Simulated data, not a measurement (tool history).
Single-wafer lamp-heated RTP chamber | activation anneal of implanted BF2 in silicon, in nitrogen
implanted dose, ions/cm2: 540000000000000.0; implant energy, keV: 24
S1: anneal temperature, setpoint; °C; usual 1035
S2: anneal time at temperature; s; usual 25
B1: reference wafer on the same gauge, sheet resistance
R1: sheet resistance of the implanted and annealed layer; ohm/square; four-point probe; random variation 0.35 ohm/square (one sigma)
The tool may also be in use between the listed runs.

Run 1, hour 0.0: usual settings but S1 1017 °C, S2 19 s; B1 218.98. Result: R1 239.55 ohm/square.
Run 2, hour 6.6: usual settings but S1 1017 °C, S2 19 s; B1 219.04. Result: R1 240.15 ohm/square.
Run 3, hour 16.9: usual settings but S1 1045 °C; B1 218.99. Result: R1 231.69 ohm/square.
Run 4, hour 29.0: usual settings but S1 1045 °C; B1 219.00. Result: R1 231.35 ohm/square.
Run 5, hour 42.8: usual settings but S1 1047 °C; B1 218.93. Result: R1 231.29 ohm/square.
Run 6, hour 54.8: usual settings but S1 1047 °C; B1 219.07. Result: R1 230.79 ohm/square.
Run 7, hour 66.7: usual settings but S1 1047 °C; B1 219.04. Result: R1 231.53 ohm/square.
Run 8, hour 80.4: usual settings but S1 1017 °C; B1 218.99. Result: R1 237.57 ohm/square.
At hour 86.6: gauge calibrated.
Run 9, hour 90.7: usual settings but S1 1017 °C; B1 218.98. Result: R1 236.97 ohm/square.
Run 10, hour 98.9: usual settings but S1 1015 °C; B1 218.99. Result: R1 237.99 ohm/square.
Run 11, hour 108.1: usual settings but S1 1015 °C; B1 219.05. Result: R1 237.43 ohm/square.
Run 12, hour 126.0: usual settings but S1 1015 °C; B1 219.04. Result: R1 238.13 ohm/square.
Run 13, hour 134.3: usual settings; B1 219.06. Result: R1 233.33 ohm/square.
Run 14, hour 141.6: usual settings; B1 218.94. Result: R1 232.72 ohm/square.
Run 15, hour 154.2: usual settings; B1 219.06. Result: R1 233.48 ohm/square.
Run 16, hour 161.3: usual settings but S1 1061 °C, S2 36 s; B1 219.05. Result: R1 226.12 ohm/square.
Run 17, hour 169.4: usual settings; B1 219.02. Result: R1 232.98 ohm/square.
At hour 177.9: reflector plate cleaned.
Run 18, hour 181.4: usual settings but S1 1020 °C, S2 16 s; B1 219.01. Result: R1 239.92 ohm/square.
Run 19, hour 218.7: usual settings but S1 1022 °C; B1 219.01. Result: R1 235.43 ohm/square.
Run 20, hour 245.4: usual settings but S1 1064 °C, S2 38 s; B1 219.00. Result: R1 225.08 ohm/square.
At hour 259.8: pyrometer window cleaned and pyrometer calibrated.
Run 21, hour 260.3: usual settings but S1 1027 °C, S2 32 s; B1 219.00. Result: R1 235.03 ohm/square.
Run 22, hour 266.5: usual settings but S1 1018 °C, S2 31 s; B1 219.01. Result: R1 238.71 ohm/square.
Run 23, hour 282.6: usual settings but S1 1059 °C, S2 16 s; B1 219.00. Result: R1 234.77 ohm/square.
Run 24, hour 289.6: usual settings but S1 1052 °C, S2 14 s; B1 218.94. Result: R1 236.02 ohm/square.
Run 25, hour 296.2: usual settings but S1 1047 °C; B1 218.99. Result: R1 232.83 ohm/square.

Forecast run 26:
Run 26, hour 305.6: usual settings but S2 13 s; B1 ?. Result: R1 ?.

{"run 26": {"B1": 219.01, "R1": 240.35}}
Without the tool's hidden state the same run would have given R1 240.92 ohm/square.
